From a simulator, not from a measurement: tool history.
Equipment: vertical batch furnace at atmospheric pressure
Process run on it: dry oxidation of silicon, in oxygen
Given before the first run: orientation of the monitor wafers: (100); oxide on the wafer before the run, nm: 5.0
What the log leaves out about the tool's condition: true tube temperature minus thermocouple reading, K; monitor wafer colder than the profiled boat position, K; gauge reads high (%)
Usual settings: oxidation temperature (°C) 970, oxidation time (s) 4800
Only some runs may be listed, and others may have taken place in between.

| run | hour | oxidation temperature (°C) | oxidation time (s) | wafers since the last listed run | hours since the last temperature calibration | hours since the boat lift was adjusted | hours since the gauge calibration | read-back reference wafer on the same gauge, thickness | oxide thickness on the monitor wafer (angstrom) |
|---|---|---|---|---|---|---|---|---|---|
| 1 | 0 | 961 | 4800 | 0 | 1295.5 | 2915.9 | 276.3 | 55.4 | 460.6 |
| 2 | 34 | 970 | 4800 | 248 | 1329.5 | 2949.9 | 310.3 | 55.4 | 491.7 |
| 3 | 47.5 | 970 | 4800 | 98 | 1343 | 2963.4 | 323.8 | 55.4 | 493.1 |
| 4 | 57.4 | 970 | 4800 | 72 | 1352.9 | 2973.3 | 333.7 | 55.42 | 491.3 |
| 5 | 81.2 | 970 | 4800 | 174 | 1376.7 | 2997.1 | 357.5 | 55.45 | 494.2 |
| 6 | 102.5 | 970 | 4800 | 155 | 1398 | 3018.4 | 378.8 | 55.38 | 494.6 |
| 7 | 154.7 | 970 | 4080 | 382 | 1450.2 | 3070.6 | 431 | 55.4 | 444.7 |
| 8 | 176.1 | 970 | 4080 | 156 | 1471.6 | 3092 | 452.4 | 55.39 | 447.2 |
| 9 | 191.6 | 970 | 5700 | 113 | 1487.1 | 3107.5 | 467.9 | 55.36 | 556.1 |
|  | 226.8 | boat lift adjusted |
| 10 | 227.3 | 970 | 5700 | 85 | 1522.8 | 0.5 | 503.6 | 55.49 | 558.6 |
| 11 | 233.3 | 970 | 5700 | 43 | 1528.8 | 6.5 | 509.6 | 55.39 | 554.9 |
| 12 | 239.2 | 970 | 4800 | 43 | 1534.7 | 12.4 | 515.5 | 55.4 | 497.6 |
| 13 | 249.3 | 970 | 4800 | 73 | 1544.8 | 22.5 | 525.6 | 55.37 | 498.8 |
|  | 251.3 | gauge calibrated |
| 14 | 258.8 | 970 | 3810 | 69 | 1554.3 | 32 | 7.5 | 55.38 | 428.4 |
| 15 | 274.4 | 951 | 3150 | 114 | 1569.9 | 47.6 | 23.1 | 55.42 | 328 |
| 16 | 283.1 | 970 | 4800 | 63 | 1578.6 | 56.3 | 31.8 | 55.42 | 495.7 |
| 17 | 304.9 | 958 | 3210 | 159 | 1600.4 | 78.1 | 53.6 | 55.34 | 353.2 |
| 18 | 321.6 | 953 | 2460 | 122 | 1617.1 | 94.8 | 70.3 | 55.4 | 290.7 |
| 19 | 335.5 | 980 | 4800 | 101 | 1631 | 108.7 | 84.2 | 55.42 | 539 |
|  | 361.9 | thermocouples replaced and temperature profile calibrated |
| 20 | 362.4 | 956 | 6930 | 21 | 0.5 | 135.6 | 111.1 | 55.41 | 553.4 |
| 21 | 368.3 | 970 | 3630 | 43 | 6.4 | 141.5 | 117 | 55.39 | 402 |
| 22 | 387.4 | 970 | 6690 | 139 | 25.5 | 160.6 | 136.1 | 55.4 | 604.7 |
| 23 | 463.7 | 961 | 2970 | 558 | 101.8 | 236.9 | 212.4 | 55.37 | 332.4 |
| 24 | 488.6 | 970 | 4800 | 182 | 126.7 | 261.8 | 237.3 | 55.44 | 479.9 |
| 25 | 501.7 | 970 | 4800 | 95 | 139.8 | 274.9 | 250.4 | 55.34 | 480.6 |
| 26 | 527.1 | 963 | 2790 | 185 | 165.2 | 300.3 | 275.8 | 55.44 | 324.1 |
| 27 | 549.1 | 970 | 4800 | 161 | 187.2 | 322.3 | 297.8 | 55.46 | 481.5 |
| 28 | 560.5 | 953 | 2730 | 83 | 198.6 | 333.7 | 309.2 | 55.49 | 293.2 |

5 options for the next run, each taken on its own from the tool as it stands now. Forecast them:
| A | 566.6 | 954 | 4800 | 44 | 204.7 | 339.8 | 315.3 | ? | ? |
| B | 566.6 | 988 | 3930 | 44 | 204.7 | 339.8 | 315.3 | ? | ? |
| C | 566.6 | 982 | 2760 | 44 | 204.7 | 339.8 | 315.3 | ? | ? |
| D | 566.6 | 970 | 6030 | 44 | 204.7 | 339.8 | 315.3 | ? | ? |
| E | 566.6 | 995 | 6900 | 44 | 204.7 | 339.8 | 315.3 | ? | ? |

| run | read-back reference wafer on the same gauge, thickness | oxide thickness on the monitor wafer (angstrom) |
|---|---|---|
| A | 55.37 | 423.2 |
| B | 55.37 | 486.7 |
| C | 55.37 | 370.9 |
| D | 55.37 | 560.6 |
| E | 55.37 | 757.3 |
Without the tool's hidden state the same runs would have given:
| run | oxide thickness on the monitor wafer (angstrom) |
|---|---|
| A | 421.6 |
| B | 485 |
| C | 369.7 |
| D | 559 |
| E | 754.4 |

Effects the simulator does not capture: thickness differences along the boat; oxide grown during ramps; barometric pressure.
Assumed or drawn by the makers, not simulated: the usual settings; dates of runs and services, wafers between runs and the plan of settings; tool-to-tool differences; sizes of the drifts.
